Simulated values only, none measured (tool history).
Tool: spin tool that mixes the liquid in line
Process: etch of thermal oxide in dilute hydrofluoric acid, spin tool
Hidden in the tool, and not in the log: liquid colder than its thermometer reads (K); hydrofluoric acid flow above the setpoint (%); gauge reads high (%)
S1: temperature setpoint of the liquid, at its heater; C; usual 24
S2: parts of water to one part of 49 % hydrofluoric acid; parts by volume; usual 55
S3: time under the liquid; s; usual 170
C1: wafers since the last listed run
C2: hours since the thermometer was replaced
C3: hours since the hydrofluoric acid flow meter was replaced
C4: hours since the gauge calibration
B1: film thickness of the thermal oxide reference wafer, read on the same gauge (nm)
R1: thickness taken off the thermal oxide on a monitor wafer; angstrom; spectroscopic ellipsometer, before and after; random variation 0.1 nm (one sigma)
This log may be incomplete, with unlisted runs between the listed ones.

run,hour,S1,S2,S3,C1,C2,C3,C4,B1,R1
1,0.0,23,55,100,0,2824.2,1871.1,410.5,150.03,92.0
# hour 13.5: gauge calibrated
2,13.6,23,55,100,95,2837.8,1884.7,0.1,150.02,92.1
3,101.1,24,55,170,615,2925.3,1972.2,87.6,150.00,162.4
4,122.5,24,55,170,150,2946.7,1993.6,109.0,149.99,162.5
5,150.2,24,55,170,194,2974.4,2021.3,136.7,149.99,163.8
6,175.6,24,55,170,178,2999.8,2046.7,162.1,149.98,163.0
7,206.6,24,55,170,218,3030.8,2077.7,193.1,150.01,163.9
# hour 213.1: hydrofluoric acid flow meter replaced
8,233.3,24,55,170,180,3057.5,20.2,219.8,150.01,146.7
# hour 260.4: thermometer replaced
9,262.6,24,55,245,199,2.2,49.5,249.1,150.01,212.4
10,296.2,24,55,170,236,35.8,83.1,282.7,150.00,146.5
11,331.7,24,50,170,249,71.3,118.6,318.2,150.01,165.1
12,352.1,24,55,170,143,91.7,139.0,338.6,150.01,148.2
13,367.9,24,55,170,111,107.5,154.8,354.4,149.99,148.1
14,388.8,24,70,170,147,128.4,175.7,375.3,150.01,113.9
15,413.1,19,25,260,170,152.7,200.0,399.6,150.00,422.3
16,432.6,24,55,170,137,172.2,219.5,419.1,150.01,147.9

Forecast run 17:
17,454.0,26,25,270,150,193.6,240.9,440.5,?,?

B1: 150.01
R1: 590.5 angstrom
With the hidden condition absent and the run-to-run variation left alone, this run would have shown R1 582.9 angstrom.
